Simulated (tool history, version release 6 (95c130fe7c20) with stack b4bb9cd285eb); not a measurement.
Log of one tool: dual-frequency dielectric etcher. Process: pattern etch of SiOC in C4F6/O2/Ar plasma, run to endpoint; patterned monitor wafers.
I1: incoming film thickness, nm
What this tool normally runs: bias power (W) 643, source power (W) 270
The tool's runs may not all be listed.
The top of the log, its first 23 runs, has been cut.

{"day": 25.946, "done": "wet clean of the chamber"}
{"run": 24, "day": 25.967, "bias power (W)": 498, "source power (W)": 270, "I1": 38.72, "endpoint time (s)": 13.8}
{"run": 25, "day": 26.408, "bias power (W)": 643, "source power (W)": 270, "I1": 38.66, "endpoint time (s)": 12.8}
{"run": 26, "day": 27.642, "bias power (W)": 643, "source power (W)": 270, "I1": 38.89, "endpoint time (s)": 12.8}
{"day": 28.583, "done": "bias power generator calibrated"}
{"run": 27, "day": 30.354, "bias power (W)": 643, "source power (W)": 270, "I1": 38.46, "endpoint time (s)": 12.7}
{"run": 28, "day": 31.817, "bias power (W)": 739, "source power (W)": 340, "I1": 38.7, "endpoint time (s)": 11.3}
{"run": 29, "day": 32.371, "bias power (W)": 643, "source power (W)": 310, "I1": 38.86, "endpoint time (s)": 12.3}
{"run": 30, "day": 33.283, "bias power (W)": 507, "source power (W)": 270, "I1": 38.45, "endpoint time (s)": 13.8}
{"run": 31, "day": 33.829, "bias power (W)": 783, "source power (W)": 270, "I1": 38.54, "endpoint time (s)": 12}
{"run": 32, "day": 34.725, "bias power (W)": 643, "source power (W)": 340, "I1": 38.97, "endpoint time (s)": 12.1}
{"run": 33, "day": 35.95, "bias power (W)": 643, "source power (W)": 240, "I1": 38.42, "endpoint time (s)": 13.4}
{"run": 34, "day": 36.858, "bias power (W)": 557, "source power (W)": 220, "I1": 38.46, "endpoint time (s)": 14.5}
{"run": 35, "day": 38.012, "bias power (W)": 643, "source power (W)": 270, "I1": 38.89, "endpoint time (s)": 13.1}
{"run": 36, "day": 39.504, "bias power (W)": 545, "source power (W)": 220, "I1": 38.48, "endpoint time (s)": 14.6}

3 options for the next run, each taken on its own from the tool as it stands now. Forecast them:
{"run": "A", "day": 39.521, "bias power (W)": 643, "source power (W)": 270, "I1": 38.37, "endpoint time (s)": "?"}
{"run": "B", "day": 39.521, "bias power (W)": 643, "source power (W)": 330, "I1": 38.37, "endpoint time (s)": "?"}
{"run": "C", "day": 39.521, "bias power (W)": 501, "source power (W)": 220, "I1": 38.37, "endpoint time (s)": "?"}

run=A endpoint_time_(s)=12.9
run=B endpoint_time_(s)=12
run=C endpoint_time_(s)=15
Stripped of hidden state, with their random variation kept, the same runs would have yielded:
run=A endpoint_time_(s)=12.6
run=B endpoint_time_(s)=11.7
run=C endpoint_time_(s)=14.6

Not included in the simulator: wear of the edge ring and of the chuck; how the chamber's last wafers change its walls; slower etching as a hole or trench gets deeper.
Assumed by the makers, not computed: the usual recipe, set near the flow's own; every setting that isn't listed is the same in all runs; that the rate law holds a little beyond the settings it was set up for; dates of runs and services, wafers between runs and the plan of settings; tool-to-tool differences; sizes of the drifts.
